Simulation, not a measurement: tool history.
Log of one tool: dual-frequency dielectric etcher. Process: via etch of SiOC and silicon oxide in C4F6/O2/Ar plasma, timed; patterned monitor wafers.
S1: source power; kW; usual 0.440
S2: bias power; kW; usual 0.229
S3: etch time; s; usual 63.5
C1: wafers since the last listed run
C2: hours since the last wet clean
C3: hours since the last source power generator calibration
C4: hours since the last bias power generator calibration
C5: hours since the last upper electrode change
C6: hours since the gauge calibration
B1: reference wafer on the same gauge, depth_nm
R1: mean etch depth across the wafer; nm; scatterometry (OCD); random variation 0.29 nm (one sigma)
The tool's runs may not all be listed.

Run 1, hour 0.0: usual settings but S1 0.490 kW; C1 0; C2 178.2; C3 2622.9; C4 2071.8; C5 3714.9; C6 59.4; B1 76.4. Result: R1 82.7 nm.
Run 2, hour 10.3: usual settings; C1 76; C2 188.5; C3 2633.2; C4 2082.1; C5 3725.2; C6 69.7; B1 76.5. Result: R1 80.2 nm.
Run 3, hour 26.9: usual settings; C1 123; C2 205.1; C3 2649.8; C4 2098.7; C5 3741.8; C6 86.3; B1 76.5. Result: R1 80.4 nm.
Run 4, hour 34.9: usual settings; C1 59; C2 213.1; C3 2657.8; C4 2106.7; C5 3749.8; C6 94.3; B1 76.5. Result: R1 80.4 nm.
Run 5, hour 52.7: usual settings; C1 132; C2 230.9; C3 2675.6; C4 2124.5; C5 3767.6; C6 112.1; B1 76.5. Result: R1 80.5 nm.
Run 6, hour 60.9: usual settings; C1 61; C2 239.1; C3 2683.8; C4 2132.7; C5 3775.8; C6 120.3; B1 76.6. Result: R1 79.9 nm.
Run 7, hour 75.6: usual settings; C1 109; C2 253.8; C3 2698.5; C4 2147.4; C5 3790.5; C6 135.0; B1 76.6. Result: R1 80.2 nm.
Run 8, hour 86.1: usual settings; C1 78; C2 264.3; C3 2709.0; C4 2157.9; C5 3801.0; C6 145.5; B1 76.4. Result: R1 80.7 nm.
Run 9, hour 100.3: usual settings; C1 105; C2 278.5; C3 2723.2; C4 2172.1; C5 3815.2; C6 159.7; B1 76.5. Result: R1 80.7 nm.
Run 10, hour 119.5: usual settings; C1 143; C2 297.7; C3 2742.4; C4 2191.3; C5 3834.4; C6 178.9; B1 76.5. Result: R1 80.8 nm.
Run 11, hour 127.9: usual settings but S1 0.480 kW; C1 62; C2 306.1; C3 2750.8; C4 2199.7; C5 3842.8; C6 187.3; B1 76.5. Result: R1 82.5 nm.
Run 12, hour 145.6: usual settings but S1 0.390 kW; C1 131; C2 323.8; C3 2768.5; C4 2217.4; C5 3860.5; C6 205.0; B1 76.4. Result: R1 77.5 nm.
At hour 166.2: bias power generator calibrated.
At hour 179.4: upper electrode replaced.
Run 13, hour 179.9: usual settings but S1 0.390 kW; C1 126; C2 358.1; C3 2802.8; C4 13.7; C5 0.5; C6 239.3; B1 76.6. Result: R1 78.1 nm.
Run 14, hour 180.3: usual settings but S1 0.390 kW; C1 2; C2 358.5; C3 2803.2; C4 14.1; C5 0.9; C6 239.7; B1 76.5. Result: R1 78.3 nm.
Run 15, hour 220.4: usual settings but S1 0.350 kW; C1 298; C2 398.6; C3 2843.3; C4 54.2; C5 41.0; C6 279.8; B1 76.5. Result: R1 76.5 nm.
Run 16, hour 234.5: usual settings but S2 0.195 kW, S3 77.0 s; C1 105; C2 412.7; C3 2857.4; C4 68.3; C5 55.1; C6 293.9; B1 76.5. Result: R1 92.5 nm.
At hour 241.5: source power generator calibrated.
Run 17, hour 245.0: usual settings but S2 0.182 kW, S3 51.0 s; C1 48; C2 423.2; C3 3.5; C4 78.8; C5 65.6; C6 304.4; B1 76.5. Result: R1 59.6 nm.
Run 18, hour 254.7: usual settings but S1 0.510 kW, S2 0.261 kW, S3 46.5 s; C1 72; C2 432.9; C3 13.2; C4 88.5; C5 75.3; C6 314.1; B1 76.4. Result: R1 64.7 nm.
Run 19, hour 267.1: usual settings but S2 0.175 kW; C1 92; C2 445.3; C3 25.6; C4 100.9; C5 87.7; C6 326.5; B1 76.5. Result: R1 73.5 nm.
At hour 282.1: gauge calibrated.
Run 20, hour 284.8: usual settings; C1 131; C2 463.0; C3 43.3; C4 118.6; C5 105.4; C6 2.7; B1 76.5. Result: R1 81.5 nm.
At hour 314.3: wet clean of the chamber.
Run 21, hour 314.8: usual settings but S2 0.182 kW; C1 44; C2 0.5; C3 73.3; C4 148.6; C5 135.4; C6 32.7; B1 76.5. Result: R1 73.5 nm.
Run 22, hour 315.2: usual settings but S3 82.5 s; C1 2; C2 0.9; C3 73.7; C4 149.0; C5 135.8; C6 33.1; B1 76.5. Result: R1 103.4 nm.
Run 23, hour 321.4: usual settings; C1 46; C2 7.1; C3 79.9; C4 155.2; C5 142.0; C6 39.3; B1 76.5. Result: R1 80.3 nm.
Run 24, hour 336.8: usual settings; C1 114; C2 22.5; C3 95.3; C4 170.6; C5 157.4; C6 54.7; B1 76.5. Result: R1 79.4 nm.
Run 25, hour 343.0: usual settings but S1 0.530 kW, S2 0.243 kW; C1 46; C2 28.7; C3 101.5; C4 176.8; C5 163.6; C6 60.9; B1 76.5. Result: R1 86.3 nm.
Run 26, hour 358.3: usual settings but S1 0.390 kW, S3 53.5 s; C1 114; C2 44.0; C3 116.8; C4 192.1; C5 178.9; C6 76.2; B1 76.5. Result: R1 65.2 nm.
Run 27, hour 373.7: usual settings but S1 0.500 kW, S2 0.179 kW; C1 114; C2 59.4; C3 132.2; C4 207.5; C5 194.3; C6 91.6; B1 76.5. Result: R1 75.9 nm.
Run 28, hour 390.7: usual settings but S1 0.400 kW, S2 0.191 kW, S3 49.5 s; C1 126; C2 76.4; C3 149.2; C4 224.5; C5 211.3; C6 108.6; B1 76.5. Result: R1 57.1 nm.
Run 29, hour 398.5: usual settings but S1 0.540 kW, S2 0.274 kW; C1 58; C2 84.2; C3 157.0; C4 232.3; C5 219.1; C6 116.4; B1 76.5. Result: R1 91.0 nm.
Run 30, hour 404.7: usual settings but S1 0.400 kW, S3 54.5 s; C1 46; C2 90.4; C3 163.2; C4 238.5; C5 225.3; C6 122.6; B1 76.5. Result: R1 67.0 nm.
Run 31, hour 418.4: usual settings but S3 72.5 s; C1 102; C2 104.1; C3 176.9; C4 252.2; C5 239.0; C6 136.3; B1 76.5. Result: R1 92.2 nm.

Hidden state at the last listed run before each entry between runs and at the first one after, where it differs:
Between runs 12 and 13: bias power generator calibrated (hour 166.2); upper electrode replaced (hour 179.4)
  etch rate over this chamber's usual, %: 0.941 -> 1.07
  measured less the result without the state, R1: +0.8 -> +0.8 nm
Between runs 16 and 17: source power generator calibrated (hour 241.5)
  etch rate over this chamber's usual, %: 1.27 -> 1.31
  measured less the result without the state, R1: +1.1 -> +0.8 nm
Between runs 19 and 20: gauge calibrated (hour 282.1)
  etch rate over this chamber's usual, %: 1.39 -> 1.45
  measured less the result without the state, R1: +1.0 -> +1.2 nm
Between runs 20 and 21: wet clean of the chamber (hour 314.3)
  etch rate over this chamber's usual, %: 1.45 -> 0.23
  measured less the result without the state, R1: +1.2 -> +0.2 nm
